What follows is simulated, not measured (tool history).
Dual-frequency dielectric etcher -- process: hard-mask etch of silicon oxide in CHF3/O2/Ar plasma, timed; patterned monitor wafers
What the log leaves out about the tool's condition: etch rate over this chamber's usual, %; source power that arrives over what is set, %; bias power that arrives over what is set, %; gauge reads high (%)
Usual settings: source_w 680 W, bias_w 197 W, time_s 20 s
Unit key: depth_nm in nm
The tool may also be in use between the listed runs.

run	hour	source_w	bias_w	time_s	wafers since the last listed run	hours since the last wet clean	hours since the last source power generator calibration	hours since the last bias power generator calibration	hours since the last upper electrode change	hours since the gauge calibration	read-back reference wafer on the same gauge, depth_nm	depth_nm
1	0	680	197	20	0	314.1	4033.6	1664.7	1837.6	366.4	47.11	42.63
2	33.2	680	197	20	359	347.3	4066.8	1697.9	1870.8	399.6	46.99	42.8
3	60.2	680	197	20	292	374.3	4093.8	1724.9	1897.8	426.6	47.12	43
4	86.2	680	197	20	281	400.3	4119.8	1750.9	1923.8	452.6	47.05	43
5	99.3	680	197	24.5	141	413.4	4132.9	1764	1936.9	465.7	47.09	52.49
6	111.6	680	197	24.5	133	425.7	4145.2	1776.3	1949.2	478	46.95	52.29
7	127.3	680	197	20	170	441.4	4160.9	1792	1964.9	493.7	47.09	42.05
8	159.6	680	197	20	349	473.7	4193.2	1824.3	1997.2	526	47.18	42.4
9	182.7	680	197	20	250	496.8	4216.3	1847.4	2020.3	549.1	47.17	43.22
10	214.3	680	197	20	342	528.4	4247.9	1879	2051.9	580.7	47.04	42.41
11	235.5	680	197	20	229	549.6	4269.1	1900.2	2073.1	601.9	47.13	42.38
12	254.2	680	197	20	202	568.3	4287.8	1918.9	2091.8	620.6	47.01	42.78
13	283.9	580	197	20	321	598	4317.5	1948.6	2121.5	650.3	47.04	40.44
14	309.4	580	197	20	276	623.5	4343	1974.1	2147	675.8	47.08	40.53
15	323	580	197	20	147	637.1	4356.6	1987.7	2160.6	689.4	47.11	40.38
# hour 355.6: wet clean of the chamber
16	357.4	680	197	20	112	1.8	4391	2022.1	2195	723.8	47.09	42.28
17	386.6	680	197	20	316	31	4420.2	2051.3	2224.2	753	47.11	42.52
18	412	680	234	23	275	56.4	4445.6	2076.7	2249.6	778.4	47.13	51.56
19	439.3	620	162	22.5	295	83.7	4472.9	2104	2276.9	805.7	46.97	44.58
# hour 493.4: upper electrode replaced
20	493.9	680	197	14.5	331	138.3	4527.5	2158.6	0.5	860.3	46.96	31
21	494.2	810	154	20	3	138.6	4527.8	2158.9	0.8	860.6	47.17	41.98
22	526.3	530	197	17	347	170.7	4559.9	2191	32.9	892.7	47.21	33.89
23	542.8	680	197	20	178	187.2	4576.4	2207.5	49.4	909.2	47.15	42.39
# hour 545.1: gauge calibrated
# hour 557.1: bias power generator calibrated
# hour 570.7: source power generator calibrated
24	576.7	730	225	18	280	221.1	6	19.6	83.3	31.6	47.21	40.82
25	606.7	680	160	15.5	324	251.1	36	49.6	113.3	61.6	47.01	31.58
26	623.8	580	197	20	185	268.2	53.1	66.7	130.4	78.7	47.19	40.8
27	657.7	620	182	24	367	302.1	87	100.6	164.3	112.6	47.02	48.83
28	681.2	680	197	20	254	325.6	110.5	124.1	187.8	136.1	47.2	42.17
29	715.3	520	172	14.5	369	359.7	144.6	158.2	221.9	170.2	47.1	27.58
30	734.9	510	197	20	212	379.3	164.2	177.8	241.5	189.8	47.05	39.45
31	814.4	680	197	20	860	458.8	243.7	257.3	321	269.3	47.01	42.41

For each run, what was the tool's unlogged condition?
etch rate over this chamber's usual, %: 0 across all the runs
source power that arrives over what is set, %: 0 across all the runs
bias power that arrives over what is set, %: 0 across all the runs
gauge reads high (%): 0 across all the runs
